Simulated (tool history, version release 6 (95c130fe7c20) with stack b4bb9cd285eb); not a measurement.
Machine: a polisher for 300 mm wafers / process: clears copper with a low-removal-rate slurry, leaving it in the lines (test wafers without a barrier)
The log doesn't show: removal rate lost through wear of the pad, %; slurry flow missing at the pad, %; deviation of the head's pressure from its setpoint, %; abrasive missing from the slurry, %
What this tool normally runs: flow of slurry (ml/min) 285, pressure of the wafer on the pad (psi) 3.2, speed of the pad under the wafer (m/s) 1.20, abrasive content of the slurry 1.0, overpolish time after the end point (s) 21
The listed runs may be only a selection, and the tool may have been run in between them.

run	hour	flow of slurry (ml/min)	pressure of the wafer on the pad (psi)	speed of the pad under the wafer (m/s)	abrasive content of the slurry	overpolish time after the end point (s)	wafers since the last listed run	wafers polished on this pad	hours since the slurry nozzle was cleaned	hours since the head pressure was calibrated	hours since the slurry blender was calibrated	incoming thickness of the incoming film, nm	time until the end point was called (s)	dishing of a wide line in a test structure (Å)
1	0.0	285	3.2	1.20	1.0	21	0	55	256.4	839.0	69.4	517.2	155.2	390
2	31.3	285	3.2	1.20	1.0	21	140	196	287.7	870.3	100.7	515.7	156.2	390
# hour 84.1: slurry blender recalibrated
3	96.1	285	3.2	1.20	1.0	21	282	478	352.5	935.1	12.0	504.7	155.1	391
# hour 143.4: worn pad replaced by a new one
4	221.2	285	3.2	1.20	1.0	21	543	349	477.6	1060.2	137.1	498.7	155.0	392
# hour 248.3: slurry blender recalibrated
5	283.6	285	3.2	1.20	1.0	21	271	620	540.0	1122.6	35.3	512.2	164.1	387
# hour 294.7: worn pad replaced by a new one
# hour 295.5: slurry nozzle cleaned
# hour 327.9: head pressure recalibrated
6	383.9	285	3.2	1.08	1.0	21	419	388	88.4	56.0	135.6	509.2	168.0	375
7	422.1	285	3.2	1.08	1.0	21	171	559	126.6	94.2	173.8	506.0	167.1	374
# hour 443.7: slurry blender recalibrated
# hour 476.8: worn pad replaced by a new one
8	486.6	195	4.2	1.34	1.0	33	262	44	191.1	158.7	42.9	512.0	111.8	667
9	537.1	285	3.2	1.20	1.0	21	226	271	241.6	209.2	93.4	500.6	153.2	408
10	590.2	285	3.2	1.20	1.0	21	238	509	294.7	262.3	146.5	510.6	153.3	408
# hour 606.2: slurry blender recalibrated
11	655.4	285	3.2	1.20	1.0	21	283	793	359.9	327.5	49.2	516.8	157.5	399
# hour 673.6: worn pad replaced by a new one
12	716.1	380	3.2	1.20	1.2	21	254	191	420.6	388.2	109.9	507.9	147.0	413
13	750.1	335	3.2	1.20	1.0	21	152	343	454.6	422.2	143.9	514.1	151.8	399

What will run 14 give?
# hour 785.1: slurry blender recalibrated
# hour 788.4: slurry nozzle cleaned
14	797.2	350	3.2	0.90	1.0	21	198	541	8.8	469.3	12.1	505.6	?	?

time until the end point was called (s): 204.3
dishing of a wide line in a test structure (Å): 314
With no hidden state in the tool, this same run would have given time until the end point was called (s) 191.8, dishing of a wide line in a test structure (Å) 331.
